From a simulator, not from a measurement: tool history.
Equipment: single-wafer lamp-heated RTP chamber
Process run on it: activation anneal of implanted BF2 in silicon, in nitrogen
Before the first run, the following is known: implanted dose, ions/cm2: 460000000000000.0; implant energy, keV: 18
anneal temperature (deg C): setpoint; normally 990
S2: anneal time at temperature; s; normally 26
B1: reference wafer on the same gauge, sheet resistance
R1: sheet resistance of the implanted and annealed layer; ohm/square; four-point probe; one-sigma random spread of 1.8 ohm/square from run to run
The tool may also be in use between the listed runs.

{"run": 1, "hour": 0.0, "anneal temperature (deg C)": 990, "S2": 36, "B1": 326.39, "R1": 307.23}
{"hour": 17.6, "done": "pyrometer window cleaned and pyrometer calibrated"}
{"run": 2, "hour": 30.1, "anneal temperature (deg C)": 990, "S2": 36, "B1": 326.19, "R1": 304.1}
{"run": 3, "hour": 43.0, "anneal temperature (deg C)": 990, "S2": 26, "B1": 325.98, "R1": 310.41}
{"run": 4, "hour": 78.8, "anneal temperature (deg C)": 990, "S2": 26, "B1": 325.67, "R1": 310.25}
{"run": 5, "hour": 93.6, "anneal temperature (deg C)": 990, "S2": 26, "B1": 326.47, "R1": 312.72}
{"run": 6, "hour": 109.6, "anneal temperature (deg C)": 990, "S2": 26, "B1": 326, "R1": 309.68}
{"hour": 130.0, "done": "reflector plate cleaned"}
{"run": 7, "hour": 131.9, "anneal temperature (deg C)": 990, "S2": 26, "B1": 325.92, "R1": 309.54}
{"run": 8, "hour": 145.3, "anneal temperature (deg C)": 990, "S2": 26, "B1": 325.75, "R1": 310.59}
{"run": 9, "hour": 160.1, "anneal temperature (deg C)": 990, "S2": 26, "B1": 325.6, "R1": 314.98}
{"run": 10, "hour": 174.6, "anneal temperature (deg C)": 990, "S2": 26, "B1": 326.2, "R1": 310.88}
{"hour": 197.9, "done": "gauge calibrated"}
{"run": 11, "hour": 208.6, "anneal temperature (deg C)": 990, "S2": 20, "B1": 325.81, "R1": 314.38}
{"run": 12, "hour": 232.6, "anneal temperature (deg C)": 990, "S2": 20, "B1": 325.45, "R1": 317.79}
{"hour": 253.7, "done": "pyrometer window cleaned and pyrometer calibrated"}
{"run": 13, "hour": 265.6, "anneal temperature (deg C)": 990, "S2": 26, "B1": 325.98, "R1": 310.02}
{"run": 14, "hour": 296.7, "anneal temperature (deg C)": 990, "S2": 26, "B1": 325.78, "R1": 314.41}
{"hour": 309.9, "done": "reflector plate cleaned"}
{"run": 15, "hour": 310.4, "anneal temperature (deg C)": 1001, "S2": 26, "B1": 325.7, "R1": 305.25}
{"run": 16, "hour": 342.6, "anneal temperature (deg C)": 990, "S2": 11, "B1": 325.96, "R1": 321.66}
{"run": 17, "hour": 362.3, "anneal temperature (deg C)": 969, "S2": 32, "B1": 325.87, "R1": 326.27}
{"run": 18, "hour": 384.4, "anneal temperature (deg C)": 990, "S2": 12, "B1": 325.79, "R1": 321.07}

Forecast run 19:
{"run": 19, "hour": 435.0, "anneal temperature (deg C)": 974, "S2": 15, "B1": "?", "R1": "?"}

Run 19 yielded B1 325.92, R1 336.99 ohm/square.
The same run, on a tool lacking any hidden state, would have yielded R1 336.99 ohm/square.
